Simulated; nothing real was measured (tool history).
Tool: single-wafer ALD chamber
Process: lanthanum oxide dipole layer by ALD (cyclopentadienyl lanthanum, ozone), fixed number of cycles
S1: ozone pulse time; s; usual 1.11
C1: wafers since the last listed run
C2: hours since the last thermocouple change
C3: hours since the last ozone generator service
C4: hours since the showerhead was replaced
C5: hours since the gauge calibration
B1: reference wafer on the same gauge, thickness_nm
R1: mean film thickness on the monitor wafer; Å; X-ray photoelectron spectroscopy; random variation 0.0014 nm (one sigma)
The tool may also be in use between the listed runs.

run 1 hour=0.0 | S1=1.11 | C1=0 C2=1260.3 C3=1935.9 C4=6542.1 C5=385.9 | B1=0.456 | R1=5.01
run 2 hour=11.2 | S1=1.11 | C1=193 C2=1271.5 C3=1947.1 C4=6553.3 C5=397.1 | B1=0.456 | R1=5.03
run 3 hour=26.1 | S1=1.11 | C1=257 C2=1286.4 C3=1962.0 C4=6568.2 C5=412.0 | B1=0.456 | R1=5.02
run 4 hour=34.9 | S1=1.11 | C1=152 C2=1295.2 C3=1970.8 C4=6577.0 C5=420.8 | B1=0.456 | R1=4.98
run 5 hour=44.5 | S1=1.11 | C1=165 C2=1304.8 C3=1980.4 C4=6586.6 C5=430.4 | B1=0.456 | R1=5.01
run 6 hour=55.1 | S1=1.11 | C1=183 C2=1315.4 C3=1991.0 C4=6597.2 C5=441.0 | B1=0.456 | R1=5.00
run 7 hour=68.6 | S1=1.37 | C1=233 C2=1328.9 C3=2004.5 C4=6610.7 C5=454.5 | B1=0.457 | R1=5.33
-- hour=84.0 gauge calibrated
run 8 hour=85.6 | S1=1.37 | C1=293 C2=1345.9 C3=2021.5 C4=6627.7 C5=1.6 | B1=0.456 | R1=5.34
run 9 hour=95.9 | S1=1.37 | C1=178 C2=1356.2 C3=2031.8 C4=6638.0 C5=11.9 | B1=0.456 | R1=5.32
run 10 hour=107.1 | S1=1.11 | C1=193 C2=1367.4 C3=2043.0 C4=6649.2 C5=23.1 | B1=0.456 | R1=5.00
run 11 hour=119.7 | S1=1.11 | C1=217 C2=1380.0 C3=2055.6 C4=6661.8 C5=35.7 | B1=0.456 | R1=5.02
-- hour=144.8 thermocouple changed; heater temperature recalibrated
run 12 hour=145.3 | S1=1.11 | C1=304 C2=0.5 C3=2081.2 C4=6687.4 C5=61.3 | B1=0.456 | R1=5.00
run 13 hour=153.6 | S1=1.29 | C1=143 C2=8.8 C3=2089.5 C4=6695.7 C5=69.6 | B1=0.456 | R1=5.24
run 14 hour=170.1 | S1=1.24 | C1=285 C2=25.3 C3=2106.0 C4=6712.2 C5=86.1 | B1=0.456 | R1=5.16
run 15 hour=176.2 | S1=0.70 | C1=105 C2=31.4 C3=2112.1 C4=6718.3 C5=92.2 | B1=0.456 | R1=4.15
run 16 hour=184.4 | S1=1.35 | C1=141 C2=39.6 C3=2120.3 C4=6726.5 C5=100.4 | B1=0.456 | R1=5.32
-- hour=208.8 showerhead replaced
run 17 hour=209.3 | S1=1.49 | C1=292 C2=64.5 C3=2145.2 C4=0.5 C5=125.3 | B1=0.456 | R1=5.43
run 18 hour=220.0 | S1=0.86 | C1=184 C2=75.2 C3=2155.9 C4=11.2 C5=136.0 | B1=0.456 | R1=4.55
run 19 hour=234.5 | S1=1.11 | C1=250 C2=89.7 C3=2170.4 C4=25.7 C5=150.5 | B1=0.456 | R1=4.99
-- hour=246.6 ozone generator serviced
run 20 hour=247.1 | S1=0.68 | C1=79 C2=102.3 C3=0.5 C4=38.3 C5=163.1 | B1=0.456 | R1=4.61
run 21 hour=253.9 | S1=0.91 | C1=117 C2=109.1 C3=7.3 C4=45.1 C5=169.9 | B1=0.456 | R1=5.11
run 22 hour=261.0 | S1=0.75 | C1=122 C2=116.2 C3=14.4 C4=52.2 C5=177.0 | B1=0.456 | R1=4.79
run 23 hour=268.0 | S1=0.73 | C1=120 C2=123.2 C3=21.4 C4=59.2 C5=184.0 | B1=0.456 | R1=4.73
run 24 hour=282.3 | S1=1.49 | C1=247 C2=137.5 C3=35.7 C4=73.5 C5=198.3 | B1=0.456 | R1=5.76
run 25 hour=291.1 | S1=0.78 | C1=152 C2=146.3 C3=44.5 C4=82.3 C5=207.1 | B1=0.456 | R1=4.85
run 26 hour=307.5 | S1=0.89 | C1=283 C2=162.7 C3=60.9 C4=98.7 C5=223.5 | B1=0.456 | R1=5.05
run 27 hour=323.7 | S1=1.53 | C1=280 C2=178.9 C3=77.1 C4=114.9 C5=239.7 | B1=0.457 | R1=5.76
run 28 hour=331.2 | S1=1.11 | C1=129 C2=186.4 C3=84.6 C4=122.4 C5=247.2 | B1=0.456 | R1=5.38
run 29 hour=383.7 | S1=0.82 | C1=907 C2=238.9 C3=137.1 C4=174.9 C5=299.7 | B1=0.456 | R1=4.87
run 30 hour=392.1 | S1=1.32 | C1=145 C2=247.3 C3=145.5 C4=183.3 C5=308.1 | B1=0.456 | R1=5.57

Run 31 comes next. What will it give?
run 31 hour=402.4 | S1=0.90 | C1=178 C2=257.6 C3=155.8 C4=193.6 C5=318.4 | B1=? | R1=?

Run 31 gave B1 0.456, R1 5.02 Å.
Without the tool's hidden state the same run would have given R1 5.15 Å.
